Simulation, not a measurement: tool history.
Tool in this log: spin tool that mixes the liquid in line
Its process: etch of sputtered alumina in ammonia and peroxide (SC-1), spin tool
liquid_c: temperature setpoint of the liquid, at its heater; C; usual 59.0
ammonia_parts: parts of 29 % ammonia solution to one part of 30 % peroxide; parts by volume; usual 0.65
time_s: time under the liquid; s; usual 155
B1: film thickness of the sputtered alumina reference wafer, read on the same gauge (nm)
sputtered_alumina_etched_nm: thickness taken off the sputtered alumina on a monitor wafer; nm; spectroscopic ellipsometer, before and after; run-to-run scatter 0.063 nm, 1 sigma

Run 1, hour 0.0: usual settings; B1 120.01. Result: sputtered_alumina_etched_nm 11.08 nm.
Run 2, hour 17.8: usual settings; B1 120.02. Result: sputtered_alumina_etched_nm 11.06 nm.
Run 3, hour 33.9: usual settings; B1 120.01. Result: sputtered_alumina_etched_nm 11.00 nm.
Run 4, hour 56.6: usual settings; B1 119.98. Result: sputtered_alumina_etched_nm 11.07 nm.
Run 5, hour 73.0: usual settings; B1 120.00. Result: sputtered_alumina_etched_nm 11.11 nm.
Run 6, hour 82.9: usual settings; B1 120.02. Result: sputtered_alumina_etched_nm 11.06 nm.
Run 7, hour 94.9: usual settings; B1 120.02. Result: sputtered_alumina_etched_nm 11.03 nm.
At hour 104.2: thermometer replaced.
Run 8, hour 105.2: usual settings; B1 120.00. Result: sputtered_alumina_etched_nm 9.83 nm.
Run 9, hour 114.2: usual settings but time_s 180 s; B1 120.05. Result: sputtered_alumina_etched_nm 11.35 nm.
Run 10, hour 126.4: usual settings but liquid_c 64.0 C, time_s 90 s; B1 119.98. Result: sputtered_alumina_etched_nm 7.33 nm.
Run 11, hour 133.7: usual settings but liquid_c 53.5 C; B1 119.98. Result: sputtered_alumina_etched_nm 7.22 nm.
Run 12, hour 140.1: usual settings but liquid_c 55.5 C; B1 120.00. Result: sputtered_alumina_etched_nm 8.14 nm.
Run 13, hour 155.2: usual settings; B1 119.95. Result: sputtered_alumina_etched_nm 9.75 nm.
At hour 157.0: ammonia flow meter replaced.
Run 14, hour 171.5: usual settings but liquid_c 52.5 C, ammonia_parts 0.55 parts by volume; B1 120.05. Result: sputtered_alumina_etched_nm 6.81 nm.
Run 15, hour 179.8: usual settings but liquid_c 49.5 C, time_s 130 s; B1 119.99. Result: sputtered_alumina_etched_nm 4.88 nm.
Run 16, hour 188.7: usual settings; B1 120.01. Result: sputtered_alumina_etched_nm 9.80 nm.
Run 17, hour 202.2: usual settings but liquid_c 50.0 C; B1 120.00. Result: sputtered_alumina_etched_nm 6.00 nm.
Run 18, hour 217.3: usual settings but ammonia_parts 0.40 parts by volume; B1 120.00. Result: sputtered_alumina_etched_nm 9.25 nm.
At hour 225.5: heated supply line repaired.
At hour 227.4: gauge calibrated.
Run 19, hour 231.1: usual settings but liquid_c 67.0 C, time_s 205 s; B1 120.00. Result: sputtered_alumina_etched_nm 25.16 nm.
Run 20, hour 247.4: usual settings but time_s 65 s; B1 120.02. Result: sputtered_alumina_etched_nm 5.34 nm.
At hour 256.6: new drum of ammonia solution connected.
Run 21, hour 262.1: usual settings but time_s 80 s; B1 119.97. Result: sputtered_alumina_etched_nm 6.59 nm.
Run 22, hour 271.6: usual settings; B1 119.99. Result: sputtered_alumina_etched_nm 12.69 nm.
Run 23, hour 288.1: usual settings; B1 120.00. Result: sputtered_alumina_etched_nm 12.63 nm.
Run 24, hour 300.2: usual settings but liquid_c 56.0 C, ammonia_parts 0.50 parts by volume, time_s 85 s; B1 119.99. Result: sputtered_alumina_etched_nm 5.83 nm.
Run 25, hour 315.6: usual settings but ammonia_parts 0.75 parts by volume; B1 120.02. Result: sputtered_alumina_etched_nm 12.98 nm.
Run 26, hour 330.1: usual settings; B1 119.98. Result: sputtered_alumina_etched_nm 12.75 nm.

Branching from run 26: 3 alternative next runs. What would each branch give?
Run A, hour 330.6: usual settings; B1 ?. Result: sputtered_alumina_etched_nm ?.
Run B, hour 330.6: usual settings but ammonia_parts 0.90 parts by volume, time_s 130 s; B1 ?. Result: sputtered_alumina_etched_nm ?.
Run C, hour 330.6: usual settings but ammonia_parts 0.85 parts by volume; B1 ?. Result: sputtered_alumina_etched_nm ?.

run      B1  sputtered_alumina_etched_nm
  A  120.03                        12.72
  B  120.03                        11.00
  C  120.03                        13.05
With the hidden condition removed and each run's random variation left untouched, the same runs would have given:
run  sputtered_alumina_etched_nm
  A                        12.59
  B                        10.89
  C                        12.91

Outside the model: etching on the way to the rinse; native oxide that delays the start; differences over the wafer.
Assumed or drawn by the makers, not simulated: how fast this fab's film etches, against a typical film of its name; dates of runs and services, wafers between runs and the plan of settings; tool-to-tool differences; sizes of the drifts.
